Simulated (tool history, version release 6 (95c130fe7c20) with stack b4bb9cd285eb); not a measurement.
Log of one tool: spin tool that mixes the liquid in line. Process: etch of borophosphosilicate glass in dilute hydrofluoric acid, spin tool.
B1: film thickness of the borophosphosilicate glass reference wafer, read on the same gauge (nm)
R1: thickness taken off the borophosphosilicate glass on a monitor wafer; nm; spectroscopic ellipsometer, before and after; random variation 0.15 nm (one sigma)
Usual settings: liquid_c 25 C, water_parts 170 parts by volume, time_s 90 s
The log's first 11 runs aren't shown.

run 12 day=33.442 | liquid_c=25 water_parts=170 time_s=90 | B1=129.99 | R1=26.36
run 13 day=35.562 | liquid_c=30 water_parts=225 time_s=130 | B1=130.02 | R1=32.73
run 14 day=37.375 | liquid_c=25 water_parts=225 time_s=140 | B1=129.99 | R1=29.35
-- day=38.362 hydrofluoric acid flow meter replaced
-- day=39.417 thermometer replaced
run 15 day=41.188 | liquid_c=26.5 water_parts=170 time_s=130 | B1=130.02 | R1=37.79
run 16 day=44.892 | liquid_c=28.5 water_parts=105 time_s=135 | B1=130.03 | R1=74.4
-- day=46.392 gauge calibrated
run 17 day=47.392 | liquid_c=25 water_parts=190 time_s=90 | B1=130.02 | R1=21.79
run 18 day=51.275 | liquid_c=25 water_parts=170 time_s=90 | B1=130.01 | R1=24.99
run 19 day=54.254 | liquid_c=25 water_parts=170 time_s=90 | B1=130.02 | R1=24.97
run 20 day=58.046 | liquid_c=25 water_parts=110 time_s=130 | B1=130 | R1=60.4
run 21 day=62.075 | liquid_c=23 water_parts=170 time_s=130 | B1=129.99 | R1=33.64
run 22 day=64.05 | liquid_c=29 water_parts=195 time_s=115 | B1=130 | R1=31.4
run 23 day=68.417 | liquid_c=23 water_parts=170 time_s=110 | B1=130.01 | R1=28.54
run 24 day=72.804 | liquid_c=25 water_parts=170 time_s=90 | B1=129.99 | R1=25.14
run 25 day=75.046 | liquid_c=29.5 water_parts=170 time_s=130 | B1=129.99 | R1=43.22
run 26 day=78.125 | liquid_c=23 water_parts=170 time_s=105 | B1=130.01 | R1=27.72
run 27 day=80.738 | liquid_c=22.5 water_parts=95 time_s=135 | B1=129.98 | R1=68.07
run 28 day=82.821 | liquid_c=25 water_parts=170 time_s=90 | B1=130 | R1=25.49
run 29 day=87.15 | liquid_c=21 water_parts=195 time_s=55 | B1=130 | R1=11.45
run 30 day=90.721 | liquid_c=23.5 water_parts=145 time_s=90 | B1=130.01 | R1=29.5
run 31 day=92.429 | liquid_c=25 water_parts=170 time_s=90 | B1=130 | R1=25.74
run 32 day=96.825 | liquid_c=22 water_parts=170 time_s=50 | B1=129.99 | R1=12.77

4 ways to go on from here, each from the tool as it stands after run 32. What would each give?
run A day=96.842 | liquid_c=25 water_parts=170 time_s=40 | B1=? | R1=?
run B day=96.842 | liquid_c=29.5 water_parts=225 time_s=135 | B1=? | R1=?
run C day=96.842 | liquid_c=21 water_parts=120 time_s=90 | B1=? | R1=?
run D day=96.842 | liquid_c=25 water_parts=205 time_s=90 | B1=? | R1=?

run=A B1=130.01 R1=11.47
run=B B1=130.01 R1=32.3
run=C B1=130.01 R1=33.06
run=D B1=130.01 R1=20.6
Without the tool's hidden state the same runs would have given:
run=A R1=11.02
run=B R1=30.97
run=C R1=31.84
run=D R1=19.78
